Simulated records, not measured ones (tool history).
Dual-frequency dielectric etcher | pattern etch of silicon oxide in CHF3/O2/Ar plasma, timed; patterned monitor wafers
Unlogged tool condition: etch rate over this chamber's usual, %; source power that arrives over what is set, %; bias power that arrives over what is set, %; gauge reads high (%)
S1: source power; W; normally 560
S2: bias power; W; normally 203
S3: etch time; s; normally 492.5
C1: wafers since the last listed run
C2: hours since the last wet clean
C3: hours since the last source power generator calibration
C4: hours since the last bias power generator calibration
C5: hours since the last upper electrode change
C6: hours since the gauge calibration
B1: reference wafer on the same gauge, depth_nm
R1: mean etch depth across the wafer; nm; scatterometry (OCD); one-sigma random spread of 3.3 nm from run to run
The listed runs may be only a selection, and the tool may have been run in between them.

run,hour,S1,S2,S3,C1,C2,C3,C4,C5,C6,B1,R1
1,0,560,203,550.5,0,82.8,3231.4,4441.1,2287,220.1,1079.1,1099.9
2,44.1,560,203,550.5,110,126.9,3275.5,4485.2,2331.1,264.2,1077.9,1091.5
3,93.5,560,203,550.5,124,176.3,3324.9,4534.6,2380.5,313.6,1078.8,1094.8
4,130.3,560,203,492.5,92,213.1,3361.7,4571.4,2417.3,350.4,1078.4,979.2
5,166.9,560,203,492.5,91,249.7,3398.3,4608,2453.9,387,1078.4,982.9
6,251.2,560,203,492.5,211,334,3482.6,4692.3,2538.2,471.3,1078.5,972.6
7,306.6,560,203,492.5,139,389.4,3538,4747.7,2593.6,526.7,1078.2,978.1
# hour 335: wet clean of the chamber
8,350.9,560,203,492.5,50,15.9,3582.3,4792,2637.9,571,1078.3,985.9
9,410.5,560,203,492.5,149,75.5,3641.9,4851.6,2697.5,630.6,1078.7,985.9
10,437.2,560,190,492.5,67,102.2,3668.6,4878.3,2724.2,657.3,1080.3,970.3
11,461.3,560,190,492.5,60,126.3,3692.7,4902.4,2748.3,681.4,1078,966.9
# hour 484.1: bias power generator calibrated
12,509.8,500,203,547.5,111,174.8,3741.2,25.7,2796.8,729.9,1077.8,1046.4
13,551.2,500,203,547.5,103,216.2,3782.6,67.1,2838.2,771.3,1077.3,1033
14,588,500,203,547.5,92,253,3819.4,103.9,2875,808.1,1077.4,1038.4
15,612.5,510,245,443.5,61,277.5,3843.9,128.4,2899.5,832.6,1077.9,893.6
# hour 665.5: source power generator calibrated
# hour 814.2: wet clean of the chamber
16,814.7,500,203,547.5,437,0.5,149.2,330.6,3101.7,1034.8,1077.3,1044.2
17,878.8,480,161,401.5,160,64.6,213.3,394.7,3165.8,1098.9,1075.5,702.2
18,931.4,670,252,592.5,132,117.2,265.9,447.3,3218.4,1151.5,1078.4,1357.3
19,976.5,560,236,492.5,113,162.3,311,492.4,3263.5,1196.6,1078.1,1024.6
# hour 1015.5: upper electrode replaced
20,1016,560,203,492.5,38,201.8,350.5,531.9,0.5,1236.1,1079,973.5
21,1062.4,560,203,550.5,116,248.2,396.9,578.3,46.9,1282.5,1077,1093.7
22,1127.6,560,250,492.5,163,313.4,462.1,643.5,112.1,1347.7,1078.9,1031.5
# hour 1143.1: gauge calibrated
23,1174.7,660,223,492.5,118,360.5,509.2,690.6,159.2,31.6,1079.1,1061.4
24,1218.2,560,203,578,109,404,552.7,734.1,202.7,75.1,1078.3,1143.7
25,1305.9,560,203,492.5,220,491.7,640.4,821.8,290.4,162.8,1077.2,967.4
# hour 1364.1: wet clean of the chamber
26,1369.9,560,203,630,100,5.8,704.4,885.8,354.4,226.8,1079.1,1258.3
27,1407.5,640,203,407.5,94,43.4,742,923.4,392,264.4,1078.7,855.5
28,1455.4,500,203,547.5,120,91.3,789.9,971.3,439.9,312.3,1076.9,1036.6

4 options for the next run, each taken on its own from the tool as it stands now. Forecast them:
A,1456,560,203,571.5,1,91.9,790.5,971.9,440.5,312.9,?,?
B,1456,560,203,615,1,91.9,790.5,971.9,440.5,312.9,?,?
C,1456,560,244,492.5,1,91.9,790.5,971.9,440.5,312.9,?,?
D,1456,520,227,492.5,1,91.9,790.5,971.9,440.5,312.9,?,?

run,B1,R1
A,1079.6,1142.8
B,1079.6,1229.8
C,1079.6,1039.4
D,1079.6,987.6
Had the tool no hidden state, the same runs would have come out as:
run,R1
A,1147.3
B,1234.6
C,1043.5
D,991.4
